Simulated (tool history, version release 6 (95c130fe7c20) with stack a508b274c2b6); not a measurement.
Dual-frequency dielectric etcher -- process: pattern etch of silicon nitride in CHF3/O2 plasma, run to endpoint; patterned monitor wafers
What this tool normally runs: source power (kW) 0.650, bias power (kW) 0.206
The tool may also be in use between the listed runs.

run,hour,source power (kW),bias power (kW),wafers since the last listed run,hours since the last wet clean,hours since the last source power generator calibration,hours since the last bias power generator calibration,hours since the last upper electrode change,"incoming incoming film thickness, nm",endpoint time (s)
1,0.0,0.650,0.206,0,324.6,3268.3,4224.0,3009.8,52.8,35.4
2,71.2,0.720,0.206,795,395.8,3339.5,4295.2,3081.0,53.6,34.5
3,115.6,0.720,0.206,496,440.2,3383.9,4339.6,3125.4,53.4,34.4
# hour 367.1: upper electrode replaced
# hour 379.8: wet clean of the chamber
4,396.7,0.650,0.206,2731,16.9,3665.0,4620.7,29.6,53.8,35.7
5,481.8,0.650,0.206,951,102.0,3750.1,4705.8,114.7,53.5,35.6
6,552.0,0.650,0.206,784,172.2,3820.3,4776.0,184.9,53.1,35.2
# hour 594.2: bias power generator calibrated
7,657.7,0.540,0.206,1136,277.9,3926.0,63.5,290.6,53.7,38.5
8,699.6,0.540,0.206,468,319.8,3967.9,105.4,332.5,53.0,38.3
9,797.7,0.650,0.186,1096,417.9,4066.0,203.5,430.6,53.6,37.5
10,900.4,0.650,0.206,1147,520.6,4168.7,306.2,533.3,54.0,36.4
11,958.9,0.650,0.206,653,579.1,4227.2,364.7,591.8,53.3,36.1
12,1058.8,0.650,0.206,1116,679.0,4327.1,464.6,691.7,53.3,36.2
13,1155.7,0.740,0.256,1083,775.9,4424.0,561.5,788.6,53.4,32.6
# hour 1184.6: wet clean of the chamber
14,1243.1,0.650,0.161,708,58.5,4511.4,648.9,876.0,53.9,39.2
15,1343.5,0.580,0.206,1122,158.9,4611.8,749.3,976.4,53.4,37.5
16,1424.9,0.570,0.156,909,240.3,4693.2,830.7,1057.8,53.7,40.8
17,1516.3,0.650,0.171,1021,331.7,4784.6,922.1,1149.2,53.5,38.2
18,1624.3,0.650,0.180,1207,439.7,4892.6,1030.1,1257.2,53.6,37.6
# hour 1629.7: source power generator calibrated
19,1725.1,0.550,0.242,1081,540.5,95.4,1130.9,1358.0,53.3,36.2
20,1784.9,0.560,0.206,668,600.3,155.2,1190.7,1417.8,52.8,37.7
21,1867.2,0.650,0.189,919,682.6,237.5,1273.0,1500.1,53.1,36.7
22,1916.6,0.730,0.244,552,732.0,286.9,1322.4,1549.5,53.6,33.1
23,1962.7,0.600,0.235,515,778.1,333.0,1368.5,1595.6,53.4,35.6
24,2050.3,0.650,0.256,979,865.7,420.6,1456.1,1683.2,53.8,34.0
# hour 2101.5: wet clean of the chamber
25,2111.4,0.650,0.206,414,9.9,481.7,1517.2,1744.3,53.7,36.5
26,2179.3,0.650,0.206,758,77.8,549.6,1585.1,1812.2,53.7,36.2
27,2242.5,0.740,0.175,706,141.0,612.8,1648.3,1875.4,53.6,36.4
28,2304.4,0.650,0.254,691,202.9,674.7,1710.2,1937.3,52.7,33.5
29,2369.9,0.650,0.220,732,268.4,740.2,1775.7,2002.8,53.5,35.4
30,2444.6,0.760,0.175,834,343.1,814.9,1850.4,2077.5,53.2,35.7
31,2498.5,0.650,0.206,602,397.0,868.8,1904.3,2131.4,54.2,36.4
32,2595.9,0.650,0.206,1088,494.4,966.2,2001.7,2228.8,54.0,36.4
33,2690.8,0.650,0.206,1060,589.3,1061.1,2096.6,2323.7,53.8,36.3
34,2795.9,0.590,0.234,1174,694.4,1166.2,2201.7,2428.8,54.0,36.0
# hour 2875.4: wet clean of the chamber
35,2879.0,0.770,0.158,660,3.6,1249.3,2284.8,2511.9,53.7,36.8
36,2971.5,0.730,0.244,1033,96.1,1341.8,2377.3,2604.4,53.2,32.7

How would selected steps in endpoint time (s) from run to run divide? Give the signed amount a tool lacking its hidden state would still show from settings, what came in and random variation, and the signed amount left for the hidden state, including any gauge scatter that is not in both of the compared results.
The hidden state here: etch rate over this chamber's usual, %; source power that arrives over what is set, %; bias power that arrives over what is set, %.
Run 4 -> 5: no setting changed, nothing entered. endpoint time (s) -0.1: hidden state -0.1, all else +0.0.
Run 6 -> 7: source power (kW) 0.650 -> 0.540, bias power generator calibrated. endpoint time (s) +3.3: hidden state +0.7, all else +2.6.
Run 9 -> 10: bias power (kW) 0.186 -> 0.206. endpoint time (s) -1.1: hidden state -0.1, all else -1.0.
Run 12 -> 13: source power (kW) 0.650 -> 0.740, bias power (kW) 0.206 -> 0.256. endpoint time (s) -3.6: hidden state -0.1, all else -3.5.
Run 13 -> 14: source power (kW) 0.740 -> 0.650, bias power (kW) 0.256 -> 0.161, wet clean of the chamber. endpoint time (s) +6.6: hidden state +0.0, all else +6.6.
Run 35 -> 36: source power (kW) 0.770 -> 0.730, bias power (kW) 0.158 -> 0.244. endpoint time (s) -4.1: hidden state +0.0, all else -4.1.

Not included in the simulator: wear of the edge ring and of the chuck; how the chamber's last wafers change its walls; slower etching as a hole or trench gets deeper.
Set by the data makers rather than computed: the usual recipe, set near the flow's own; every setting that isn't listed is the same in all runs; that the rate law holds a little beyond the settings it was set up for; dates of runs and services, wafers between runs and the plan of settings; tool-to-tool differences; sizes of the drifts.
